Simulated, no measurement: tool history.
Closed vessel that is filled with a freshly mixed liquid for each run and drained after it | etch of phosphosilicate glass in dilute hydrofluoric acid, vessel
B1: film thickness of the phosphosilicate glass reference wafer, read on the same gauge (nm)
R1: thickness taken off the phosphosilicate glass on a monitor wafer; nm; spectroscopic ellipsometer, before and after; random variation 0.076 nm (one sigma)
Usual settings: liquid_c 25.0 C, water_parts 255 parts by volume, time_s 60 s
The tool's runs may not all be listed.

{"run": 1, "hour": 0.0, "liquid_c": 25.0, "water_parts": 255, "time_s": 70, "B1": 49.99, "R1": 20.25}
{"run": 2, "hour": 12.6, "liquid_c": 25.0, "water_parts": 255, "time_s": 60, "B1": 50.0, "R1": 17.2}
{"run": 3, "hour": 28.1, "liquid_c": 25.0, "water_parts": 255, "time_s": 60, "B1": 50.0, "R1": 17.38}
{"run": 4, "hour": 43.6, "liquid_c": 25.0, "water_parts": 255, "time_s": 60, "B1": 49.99, "R1": 17.28}
{"run": 5, "hour": 51.2, "liquid_c": 25.0, "water_parts": 185, "time_s": 40, "B1": 49.99, "R1": 17.41}
{"run": 6, "hour": 59.5, "liquid_c": 25.0, "water_parts": 160, "time_s": 60, "B1": 49.99, "R1": 31.04}
{"run": 7, "hour": 76.2, "liquid_c": 25.0, "water_parts": 160, "time_s": 60, "B1": 50.0, "R1": 31.15}
{"run": 8, "hour": 92.6, "liquid_c": 25.0, "water_parts": 160, "time_s": 60, "B1": 49.97, "R1": 31.2}
{"run": 9, "hour": 107.7, "liquid_c": 25.0, "water_parts": 255, "time_s": 60, "B1": 49.99, "R1": 17.38}
{"run": 10, "hour": 115.5, "liquid_c": 25.0, "water_parts": 255, "time_s": 60, "B1": 49.99, "R1": 17.52}
{"run": 11, "hour": 123.9, "liquid_c": 25.0, "water_parts": 255, "time_s": 60, "B1": 50.02, "R1": 17.61}
{"run": 12, "hour": 141.8, "liquid_c": 25.0, "water_parts": 255, "time_s": 60, "B1": 50.0, "R1": 17.36}
{"run": 13, "hour": 159.4, "liquid_c": 25.0, "water_parts": 255, "time_s": 60, "B1": 49.96, "R1": 17.52}
{"run": 14, "hour": 170.8, "liquid_c": 25.0, "water_parts": 255, "time_s": 60, "B1": 50.01, "R1": 17.63}
{"run": 15, "hour": 184.0, "liquid_c": 26.5, "water_parts": 175, "time_s": 30, "B1": 50.01, "R1": 14.79}
{"run": 16, "hour": 191.7, "liquid_c": 25.0, "water_parts": 160, "time_s": 60, "B1": 49.97, "R1": 31.31}
{"run": 17, "hour": 200.5, "liquid_c": 29.0, "water_parts": 215, "time_s": 40, "B1": 49.99, "R1": 16.66}
{"run": 18, "hour": 217.1, "liquid_c": 25.0, "water_parts": 150, "time_s": 60, "B1": 50.0, "R1": 33.46}
{"hour": 222.7, "done": "gauge calibrated"}
{"run": 19, "hour": 224.0, "liquid_c": 25.0, "water_parts": 255, "time_s": 60, "B1": 50.0, "R1": 17.51}
{"run": 20, "hour": 258.7, "liquid_c": 29.0, "water_parts": 170, "time_s": 70, "B1": 49.99, "R1": 39.17}
{"run": 21, "hour": 265.2, "liquid_c": 29.5, "water_parts": 255, "time_s": 80, "B1": 49.99, "R1": 27.26}
{"hour": 269.3, "done": "thermometer replaced"}
{"run": 22, "hour": 275.7, "liquid_c": 25.0, "water_parts": 130, "time_s": 30, "B1": 50.01, "R1": 18.11}
{"hour": 284.7, "done": "hydrofluoric acid flow meter replaced"}
{"run": 23, "hour": 285.5, "liquid_c": 27.5, "water_parts": 365, "time_s": 50, "B1": 50.04, "R1": 9.02}
{"run": 24, "hour": 300.5, "liquid_c": 30.0, "water_parts": 175, "time_s": 40, "B1": 50.0, "R1": 20.51}

Forecast run 25:
{"run": 25, "hour": 307.1, "liquid_c": 25.0, "water_parts": 210, "time_s": 35, "B1": "?", "R1": "?"}

{"run 25": {"B1": 49.98, "R1": 11.95}}
Without the tool's hidden state the same run would have given R1 11.91 nm.
